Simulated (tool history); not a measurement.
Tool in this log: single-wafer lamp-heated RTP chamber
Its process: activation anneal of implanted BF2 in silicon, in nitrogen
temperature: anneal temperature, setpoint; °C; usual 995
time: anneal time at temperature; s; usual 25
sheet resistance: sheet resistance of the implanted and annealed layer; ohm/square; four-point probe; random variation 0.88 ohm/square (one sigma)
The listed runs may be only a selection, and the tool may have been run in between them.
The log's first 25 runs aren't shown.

| run | hour | temperature | time | read-back reference wafer on the same gauge, sheet resistance | sheet resistance |
|---|---|---|---|---|---|
| 26 | 1162.8 | 1008 | 18 | 217.06 | 233.07 |
| 27 | 1222.9 | 995 | 25 | 217.01 | 233.07 |
| 28 | 1291.4 | 995 | 11 | 216.75 | 238.19 |
|  | 1322.7 | reflector plate cleaned |
| 29 | 1324.2 | 995 | 37 | 217.05 | 230.57 |
| 30 | 1392.4 | 985 | 33 | 216.98 | 234.35 |
| 31 | 1444.5 | 995 | 17 | 216.91 | 235.93 |
|  | 1496.3 | pyrometer window cleaned and pyrometer calibrated |
| 32 | 1513.2 | 1022 | 38 | 217.13 | 226.44 |
| 33 | 1552.8 | 995 | 25 | 217.09 | 237.21 |
| 34 | 1611 | 974 | 13 | 217.11 | 251.37 |
| 35 | 1663.3 | 995 | 33 | 216.94 | 232.15 |

Expected results for the next run?
| 36 | 1702.9 | 1013 | 16 | ? | ? |

read-back reference wafer on the same gauge, sheet resistance: 217.24
sheet resistance: 232.28 ohm/square
The same run, on a tool lacking any hidden state, would have yielded sheet resistance 234.51 ohm/square.
